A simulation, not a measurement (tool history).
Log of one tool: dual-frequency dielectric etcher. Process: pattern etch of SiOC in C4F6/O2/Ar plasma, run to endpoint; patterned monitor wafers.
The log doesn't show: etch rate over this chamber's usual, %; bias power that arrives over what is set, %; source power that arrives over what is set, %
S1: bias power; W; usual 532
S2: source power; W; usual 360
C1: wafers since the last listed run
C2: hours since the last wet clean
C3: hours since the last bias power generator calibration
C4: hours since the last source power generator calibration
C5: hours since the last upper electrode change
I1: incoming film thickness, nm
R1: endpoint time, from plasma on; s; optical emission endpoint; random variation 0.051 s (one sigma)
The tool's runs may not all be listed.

run 1 hour=0.0 | S1=626 S2=300 | C1=0 C2=145.6 C3=1994.8 C4=1683.4 C5=3662.9 | I1=52.1 | R1=17.6
run 2 hour=68.3 | S1=626 S2=300 | C1=1300 C2=213.9 C3=2063.1 C4=1751.7 C5=3731.2 | I1=51.8 | R1=17.5
run 3 hour=101.6 | S1=626 S2=300 | C1=634 C2=247.2 C3=2096.4 C4=1785.0 C5=3764.5 | I1=52.5 | R1=17.8
run 4 hour=131.8 | S1=532 S2=360 | C1=575 C2=277.4 C3=2126.6 C4=1815.2 C5=3794.7 | I1=52.0 | R1=17.1
run 5 hour=281.0 | S1=532 S2=360 | C1=2841 C2=426.6 C3=2275.8 C4=1964.4 C5=3943.9 | I1=52.4 | R1=17.3
-- hour=340.7 wet clean of the chamber
run 6 hour=350.2 | S1=532 S2=360 | C1=860 C2=9.5 C3=2345.0 C4=2033.6 C5=4013.1 | I1=52.5 | R1=16.9
run 7 hour=411.7 | S1=532 S2=360 | C1=1171 C2=71.0 C3=2406.5 C4=2095.1 C5=4074.6 | I1=52.0 | R1=16.9
-- hour=442.0 upper electrode replaced
-- hour=524.8 bias power generator calibrated
run 8 hour=606.7 | S1=532 S2=360 | C1=3180 C2=266.0 C3=81.9 C4=2290.1 C5=164.7 | I1=52.2 | R1=17.2
run 9 hour=658.0 | S1=626 S2=300 | C1=977 C2=317.3 C3=133.2 C4=2341.4 C5=216.0 | I1=51.9 | R1=17.5
run 10 hour=719.1 | S1=532 S2=360 | C1=1163 C2=378.4 C3=194.3 C4=2402.5 C5=277.1 | I1=52.8 | R1=17.2
-- hour=749.5 source power generator calibrated
-- hour=804.0 wet clean of the chamber
run 11 hour=804.5 | S1=428 S2=340 | C1=1093 C2=0.5 C3=279.7 C4=55.0 C5=362.5 | I1=52.1 | R1=18.2
run 12 hour=836.8 | S1=482 S2=430 | C1=615 C2=32.8 C3=312.0 C4=87.3 C5=394.8 | I1=52.2 | R1=16.2

Run 13 comes next. What will it give?
run 13 hour=882.7 | S1=648 S2=310 | C1=874 C2=78.7 C3=357.9 C4=133.2 C5=440.7 | I1=52.2 | R1=?

R1: 17.1 s
Without the tool's hidden state the same run would have given R1 17.0 s.
